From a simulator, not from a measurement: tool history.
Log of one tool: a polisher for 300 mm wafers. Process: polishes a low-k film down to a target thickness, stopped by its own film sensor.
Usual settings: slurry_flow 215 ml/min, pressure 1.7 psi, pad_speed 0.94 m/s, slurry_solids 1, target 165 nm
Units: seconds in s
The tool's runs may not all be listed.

run	hour	slurry_flow	pressure	pad_speed	slurry_solids	target	incoming thickness of the incoming film, nm	seconds
1	0	215	1.7	0.82	1	165	219	235.1
2	25.9	215	1.7	0.94	1	165	221.7	231.4
3	44	160	1.7	0.76	1	165	216.2	258.1
4	68.3	160	1.7	0.76	1	165	224.5	300.4
5	87.9	160	1.7	0.76	1	165	220.9	292.1
6	111.7	215	1.7	1	1	165	217.5	210.6
7	134	215	1.7	1	1	165	224.1	217.1
8	152.4	215	1.7	1	1	165	220.4	180.9
9	165.5	215	1.7	1.18	1.2	165	219.8	152.2
10	199.4	215	1.7	0.64	1	165	215.9	235.5
11	218.5	215	1.7	0.94	1	172	219.2	168.3
12	239	215	1.7	0.82	1	165	218.3	207.8
13	252.9	280	1.3	1.14	1	150	221	276.7
14	288	250	1.7	0.94	1	165	221	198.4
15	318.8	215	1.7	0.94	1	184	219.4	131.4
16	349.3	215	1.7	0.8	1.25	165	216.1	198.2
17	364.9	215	1.3	0.66	1	180	222.3	257.9
18	378.2	215	1.7	0.94	1	165	222.9	214.8
19	391	215	1.7	0.94	1	147	222.2	280.2

Taken out of this log: 6 entries between the listed runs. Where each belongs, and how the hidden state differs across it:
Between runs 1 and 2: worn pad replaced by a new one (hour 19.6)
  slurry flow missing at the pad, %: 37.2 -> 38.5; abrasive missing from the slurry, %: 16.7 -> 18.1
  measured less the result without the state, seconds: +32.5 -> +34.3 s
Between runs 6 and 7: slurry blender recalibrated (hour 122); conditioning disc replaced and pad reconditioned (hour 129.9)
  slurry flow missing at the pad, %: 42.9 -> 44; abrasive missing from the slurry, %: 23 -> 1.9
  measured less the result without the state, seconds: +38.4 -> +24.4 s
Between runs 7 and 8: slurry nozzle cleaned (hour 140.9)
  slurry flow missing at the pad, %: 44 -> 3.64; abrasive missing from the slurry, %: 1.9 -> 2.95
  measured less the result without the state, seconds: +24.4 -> +2.8 s
Between runs 13 and 14: worn pad replaced by a new one (hour 273.2); head pressure recalibrated (hour 277.2)
  slurry flow missing at the pad, %: 8.73 -> 10.5; abrasive missing from the slurry, %: 8.68 -> 10.7
  measured less the result without the state, seconds: +11.4 -> +10.4 s
